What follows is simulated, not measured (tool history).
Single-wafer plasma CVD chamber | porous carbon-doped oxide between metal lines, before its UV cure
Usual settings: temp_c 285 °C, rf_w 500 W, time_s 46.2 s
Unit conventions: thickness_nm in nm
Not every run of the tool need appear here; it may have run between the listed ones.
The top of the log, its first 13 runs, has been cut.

| run | day | temp_c | rf_w | time_s | read-back reference wafer on the same gauge, thickness_nm | thickness_nm |
|---|---|---|---|---|---|---|
| 14 | 26.346 | 285 | 500 | 43.2 | 301.739 | 251.825 |
|  | 27.000 | thermocouple changed; heater temperature recalibrated |
| 15 | 27.454 | 285 | 500 | 46.2 | 302.426 | 263.848 |
| 16 | 29.629 | 285 | 430 | 46.2 | 302.328 | 232.639 |
| 17 | 33.438 | 291 | 445 | 49.0 | 302.002 | 246.689 |
| 18 | 35.158 | 275 | 540 | 53.1 | 302.022 | 338.933 |
|  | 35.250 | gauge calibrated |
| 19 | 36.854 | 285 | 500 | 46.2 | 301.981 | 263.976 |
| 20 | 39.396 | 280 | 530 | 46.2 | 302.180 | 284.576 |
| 21 | 42.333 | 300 | 450 | 52.2 | 302.256 | 253.284 |
|  | 43.829 | RF generator calibrated |
| 22 | 44.304 | 275 | 430 | 41.9 | 301.964 | 234.433 |
| 23 | 46.667 | 278 | 500 | 39.4 | 302.058 | 243.680 |
| 24 | 49.079 | 285 | 500 | 46.2 | 301.986 | 274.219 |
| 25 | 50.712 | 291 | 500 | 43.3 | 301.594 | 248.830 |
| 26 | 53.396 | 275 | 430 | 41.9 | 301.978 | 234.200 |
| 27 | 55.312 | 279 | 500 | 52.7 | 301.898 | 323.314 |
| 28 | 56.354 | 285 | 500 | 38.2 | 301.917 | 226.277 |
| 29 | 57.875 | 285 | 500 | 50.6 | 302.242 | 300.127 |

Run 30 comes next. What will it give?
| 30 | 59.867 | 299 | 470 | 52.6 | ? | ? |

{"run 30": {"read-back reference wafer on the same gauge, thickness_nm": 301.803, "thickness_nm": 275.565}}
With the hidden condition absent and the run-to-run variation left alone, this run would have shown thickness_nm 274.371 nm.

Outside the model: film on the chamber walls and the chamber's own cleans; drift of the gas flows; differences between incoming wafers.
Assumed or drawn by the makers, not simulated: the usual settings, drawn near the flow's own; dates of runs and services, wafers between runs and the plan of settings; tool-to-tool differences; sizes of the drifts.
